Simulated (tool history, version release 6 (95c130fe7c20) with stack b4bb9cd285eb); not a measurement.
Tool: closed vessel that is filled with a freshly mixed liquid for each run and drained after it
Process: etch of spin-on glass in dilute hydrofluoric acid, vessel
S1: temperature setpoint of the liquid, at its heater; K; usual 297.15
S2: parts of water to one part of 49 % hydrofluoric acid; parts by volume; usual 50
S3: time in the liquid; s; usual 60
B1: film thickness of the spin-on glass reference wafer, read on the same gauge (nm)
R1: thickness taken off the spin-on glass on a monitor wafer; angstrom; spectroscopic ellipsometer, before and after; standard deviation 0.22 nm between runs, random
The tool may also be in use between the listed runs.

run   hour      S1  S2  S3     B1     R1
  1    0.0  294.65  50  60  39.99  612.5
  2   26.6  295.65  50  60  39.97  640.5
  3   42.7  299.15  50  60  40.01  730.6
  4   77.9  299.15  50  60  40.02  734.4
  5   98.9  297.15  50  60  40.00  684.4
  6  116.1  297.15  50  60  39.96  684.1
     176.8  -- thermometer replaced
  7  184.0  297.15  50  60  40.01  611.6
     239.5  -- gauge calibrated
     271.0  -- hydrofluoric acid flow meter replaced
  8  271.8  293.65  60  60  40.00  442.0
  9  288.8  297.15  50  60  39.99  620.5
 10  303.9  294.65  50  60  40.01  559.9
 11  335.7  297.15  60  60  40.00  510.1
 12  357.4  294.15  70  30  39.99  193.2
 13  386.6  297.15  70  60  40.00  433.5
 14  406.3  297.15  50  45  40.02  470.9

Predict each of these 5 candidate next runs independently; none follows another, all start after run 14:
  A  407.0  297.15  30  60   ?   ?
  B  407.0  301.15  55  40   ?   ?
  C  407.0  298.65  30  95   ?   ?
  D  407.0  297.15  70  45   ?   ?
  E  407.0  293.65  75  60   ?   ?

run     B1      R1
  A  40.02  1075.4
  B  40.02   443.5
  C  40.02  1811.6
  D  40.02   327.4
  E  40.02   351.1
Without the tool's hidden state the same runs would have given:
run      R1
  A  1034.5
  B   427.5
  C  1743.4
  D   315.4
  E   337.9

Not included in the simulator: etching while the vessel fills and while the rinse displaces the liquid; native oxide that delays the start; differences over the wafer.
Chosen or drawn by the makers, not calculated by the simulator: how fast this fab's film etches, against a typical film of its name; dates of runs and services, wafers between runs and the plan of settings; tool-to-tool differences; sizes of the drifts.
